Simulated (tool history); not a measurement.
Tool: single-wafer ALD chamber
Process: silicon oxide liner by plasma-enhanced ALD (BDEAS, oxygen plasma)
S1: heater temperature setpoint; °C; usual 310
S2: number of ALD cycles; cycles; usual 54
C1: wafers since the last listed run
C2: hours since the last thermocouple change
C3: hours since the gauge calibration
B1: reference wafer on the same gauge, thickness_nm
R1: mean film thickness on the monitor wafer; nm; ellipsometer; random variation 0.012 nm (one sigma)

Run 1, hour 0.0: usual settings; C1 0; C2 1785.7; C3 102.5; B1 4.540. Result: R1 4.807 nm.
Run 2, hour 34.6: usual settings; C1 189; C2 1820.3; C3 137.1; B1 4.541. Result: R1 4.830 nm.
Run 3, hour 67.7: usual settings; C1 181; C2 1853.4; C3 170.2; B1 4.549. Result: R1 4.845 nm.
Run 4, hour 110.5: usual settings; C1 234; C2 1896.2; C3 213.0; B1 4.549. Result: R1 4.846 nm.
Run 5, hour 179.4: usual settings; C1 377; C2 1965.1; C3 281.9; B1 4.556. Result: R1 4.844 nm.
Run 6, hour 249.2: usual settings; C1 382; C2 2034.9; C3 351.7; B1 4.561. Result: R1 4.835 nm.
Run 7, hour 282.7: usual settings; C1 183; C2 2068.4; C3 385.2; B1 4.563. Result: R1 4.843 nm.
Run 8, hour 347.0: usual settings; C1 352; C2 2132.7; C3 449.5; B1 4.563. Result: R1 4.827 nm.
Run 9, hour 404.9: usual settings; C1 317; C2 2190.6; C3 507.4; B1 4.563. Result: R1 4.862 nm.
At hour 418.1: thermocouple changed; heater temperature recalibrated.
Run 10, hour 430.0: usual settings but S2 47 cycles; C1 93; C2 11.9; C3 532.5; B1 4.566. Result: R1 4.214 nm.
Run 11, hour 471.1: usual settings but S1 324 °C, S2 50 cycles; C1 225; C2 53.0; C3 573.6; B1 4.569. Result: R1 4.407 nm.
Run 12, hour 497.7: usual settings but S1 320 °C, S2 45 cycles; C1 145; C2 79.6; C3 600.2; B1 4.569. Result: R1 3.984 nm.
At hour 540.7: gauge calibrated.
Run 13, hour 544.5: usual settings but S2 47 cycles; C1 256; C2 126.4; C3 3.8; B1 4.525. Result: R1 4.186 nm.
Run 14, hour 613.4: usual settings but S1 303 °C, S2 45 cycles; C1 377; C2 195.3; C3 72.7; B1 4.537. Result: R1 4.058 nm.
Run 15, hour 664.4: usual settings but S2 60 cycles; C1 279; C2 246.3; C3 123.7; B1 4.544. Result: R1 5.389 nm.
Run 16, hour 706.3: usual settings but S1 304 °C, S2 60 cycles; C1 229; C2 288.2; C3 165.6; B1 4.547. Result: R1 5.421 nm.
Run 17, hour 765.0: usual settings but S1 321 °C, S2 46 cycles; C1 321; C2 346.9; C3 224.3; B1 4.555. Result: R1 4.026 nm.
Run 18, hour 817.1: usual settings; C1 285; C2 399.0; C3 276.4; B1 4.566. Result: R1 4.840 nm.
Run 19, hour 861.6: usual settings but S2 59 cycles; C1 243; C2 443.5; C3 320.9; B1 4.569. Result: R1 5.305 nm.

5 ways to go on from here, each from the tool as it stands after run 19. What would each give?
Run A, hour 862.1: usual settings but S2 45 cycles; C1 2; C2 444.0; C3 321.4; B1 ?. Result: R1 ?.
Run B, hour 862.1: usual settings but S1 305 °C, S2 60 cycles; C1 2; C2 444.0; C3 321.4; B1 ?. Result: R1 ?.
Run C, hour 862.1: usual settings but S1 324 °C; C1 2; C2 444.0; C3 321.4; B1 ?. Result: R1 ?.
Run D, hour 862.1: usual settings but S1 317 °C, S2 47 cycles; C1 2; C2 444.0; C3 321.4; B1 ?. Result: R1 ?.
Run E, hour 862.1: usual settings but S1 300 °C, S2 51 cycles; C1 2; C2 444.0; C3 321.4; B1 ?. Result: R1 ?.

run     B1     R1
  A  4.563  4.060
  B  4.563  5.456
  C  4.563  4.761
  D  4.563  4.192
  E  4.563  4.690
Without the tool's hidden state the same runs would have given:
run     R1
  A  4.021
  B  5.404
  C  4.716
  D  4.152
  E  4.645
